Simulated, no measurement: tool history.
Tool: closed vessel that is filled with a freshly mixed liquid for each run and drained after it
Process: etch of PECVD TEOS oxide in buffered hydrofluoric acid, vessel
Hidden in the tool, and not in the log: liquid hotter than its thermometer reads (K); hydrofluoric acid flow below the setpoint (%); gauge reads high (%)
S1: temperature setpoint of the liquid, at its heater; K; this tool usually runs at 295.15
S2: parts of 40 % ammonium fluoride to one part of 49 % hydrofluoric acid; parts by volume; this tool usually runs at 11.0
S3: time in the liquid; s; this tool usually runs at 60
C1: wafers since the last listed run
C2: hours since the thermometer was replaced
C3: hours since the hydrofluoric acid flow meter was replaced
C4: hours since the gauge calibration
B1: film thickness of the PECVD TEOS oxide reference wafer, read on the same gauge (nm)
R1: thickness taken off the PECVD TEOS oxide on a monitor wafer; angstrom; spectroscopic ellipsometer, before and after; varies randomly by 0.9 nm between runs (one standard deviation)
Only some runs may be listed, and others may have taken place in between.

run    hour      S1    S2  S3     C1     C2     C3     C4      B1      R1
  1     0.0  295.15  11.0  85      0  188.7   47.6  552.5  120.03  2199.7
  2    93.0  295.15  11.0  60   7598  281.7  140.6  645.5  119.95  1562.0
  3   129.5  295.15  11.0  60   2982  318.2  177.1  682.0  120.02  1565.6
  4   245.8  295.15  11.0  60   9502  434.5  293.4  798.3  120.01  1559.7
  5   321.7  295.15  11.0  60   6201  510.4  369.3  874.2  119.99  1583.5
      526.5  -- gauge calibrated
  6   577.6  295.15  11.0  60  20908  766.3  625.2   51.1  119.99  1607.8
  7   678.8  295.15  11.0  60   8268  867.5  726.4  152.3  119.98  1608.1
      681.1  -- thermometer replaced
  8   726.5  295.15  11.0  60   3815   45.4  774.1  200.0  119.96  1536.1
  9   781.6  295.15  11.0  60   4501  100.5  829.2  255.1  120.00  1546.8
 10   851.9  290.65  15.5  60   5743  170.8  899.5  325.4  120.02   857.7
 11   951.2  295.15  11.0  60   8113  270.1  998.8  424.7  119.99  1554.8
     1025.0  -- hydrofluoric acid flow meter replaced
 12  1040.6  296.65  11.0  60   7222  359.5   15.6  514.1  120.00  1697.7
 13  1083.2  295.15   7.5  60   3480  402.1   58.2  556.7  120.00  2264.0
 14  1167.2  290.15  12.0  40   6863  486.1  142.2  640.7  120.05   730.3
 15  1229.6  292.15   8.5  40   5098  548.5  204.6  703.1  119.99  1127.0
 16  1282.9  295.15   9.5  70   4354  601.8  257.9  756.4  120.01  2118.4
 17  1342.9  295.15   9.5  70   4902  661.8  317.9  816.4  120.02  2119.9

What differs in the tool's unlogged condition from the final listed run ahead of each entry between runs to the first listed run following it?
After run 5, before run 6: gauge calibrated (hour 526.5)
  liquid hotter than its thermometer reads (K): 0.725 -> 1.03
  what was measured, less what the result would be without the hidden state, R1: +61.7 -> +88.7 angstrom
After run 7, before run 8: thermometer replaced (hour 681.1)
  liquid hotter than its thermometer reads (K): 1.15 -> 0.203
  what was measured, less what the result would be without the hidden state, R1: +98.7 -> +16.9 angstrom
After run 11, before run 12: hydrofluoric acid flow meter replaced (hour 1025.0)
  liquid hotter than its thermometer reads (K): 0.469 -> 0.574
  what was measured, less what the result would be without the hidden state, R1: +39.8 -> +52.1 angstrom

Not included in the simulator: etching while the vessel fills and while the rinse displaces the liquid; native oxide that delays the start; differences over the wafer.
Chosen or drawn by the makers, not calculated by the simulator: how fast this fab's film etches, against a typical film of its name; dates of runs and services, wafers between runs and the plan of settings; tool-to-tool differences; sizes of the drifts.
